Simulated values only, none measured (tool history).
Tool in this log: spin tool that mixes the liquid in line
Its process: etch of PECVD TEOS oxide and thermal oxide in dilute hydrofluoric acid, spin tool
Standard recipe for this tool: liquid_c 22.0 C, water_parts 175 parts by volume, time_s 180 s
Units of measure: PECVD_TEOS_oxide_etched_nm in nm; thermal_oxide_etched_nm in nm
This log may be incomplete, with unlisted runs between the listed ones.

run,day,liquid_c,water_parts,time_s,"read-back film thickness of the PECVD TEOS oxide reference wafer, read on the same gauge (nm)","read-back film thickness of the thermal oxide reference wafer, read on the same gauge (nm)",PECVD_TEOS_oxide_etched_nm,thermal_oxide_etched_nm
1,0.000,22.0,175,180,59.98,130.010,21.24,3.836
2,0.567,22.0,175,230,59.99,129.969,27.06,4.799
3,0.983,22.0,175,180,60.01,129.991,21.12,3.792
4,1.725,22.0,175,180,60.02,130.008,21.02,3.753
5,2.471,22.0,175,180,59.99,130.030,21.12,3.744
6,3.125,20.0,175,180,59.97,129.989,19.25,3.424
7,3.658,22.0,175,180,59.99,130.027,20.93,3.756
8,4.133,22.0,175,180,60.02,129.987,20.85,3.760
9,4.512,22.0,175,180,59.98,130.006,21.08,3.742
# day 5.800: gauge calibrated
10,6.725,22.0,175,180,59.97,130.007,20.75,3.687
11,7.121,22.0,175,180,59.98,130.005,20.74,3.747
12,7.646,22.0,175,180,60.03,130.024,20.84,3.767
13,7.954,18.5,200,265,60.04,130.012,22.87,4.065
14,8.612,22.0,240,180,60.02,130.039,14.02,2.523
15,9.092,20.0,125,180,60.00,129.991,28.44,5.130
# day 9.579: hydrofluoric acid flow meter replaced
16,9.621,27.0,235,180,59.99,129.984,19.90,3.584
17,10.125,26.5,245,290,59.99,130.008,29.87,5.301
18,10.512,19.5,240,75,60.03,129.991,6.09,1.099
19,10.879,22.0,175,115,60.01,129.991,15.04,2.720
20,11.446,22.0,175,180,60.01,130.028,23.65,4.219
# day 11.758: thermometer replaced
21,11.812,22.0,105,290,60.04,129.999,68.56,12.226
22,12.342,26.5,240,85,60.01,129.981,8.99,1.601
23,13.871,22.0,175,180,60.01,130.019,23.54,4.187
24,14.421,22.0,245,180,60.00,129.998,15.69,2.793
25,15.129,17.5,145,180,59.99,129.998,24.52,4.348
26,15.829,19.5,110,250,59.99,130.024,50.36,9.059
27,16.392,22.0,175,180,60.00,130.011,23.14,4.211

What if the next run were any one of these 3? Each begins from the tool's condition after run 27:
A,16.412,26.5,175,180,?,?,?,?
B,16.412,25.0,85,85,?,?,?,?
C,16.412,22.0,145,255,?,?,?,?

run,"read-back film thickness of the PECVD TEOS oxide reference wafer, read on the same gauge (nm)","read-back film thickness of the thermal oxide reference wafer, read on the same gauge (nm)",PECVD_TEOS_oxide_etched_nm,thermal_oxide_etched_nm
A,60.00,130.008,27.56,4.960
B,60.00,130.008,28.33,5.098
C,60.00,130.008,41.16,7.408
Take away the tool's hidden state, keep each run's random variation, and the runs would have read:
run,PECVD_TEOS_oxide_etched_nm,thermal_oxide_etched_nm
A,28.44,5.120
B,29.16,5.249
C,42.43,7.638
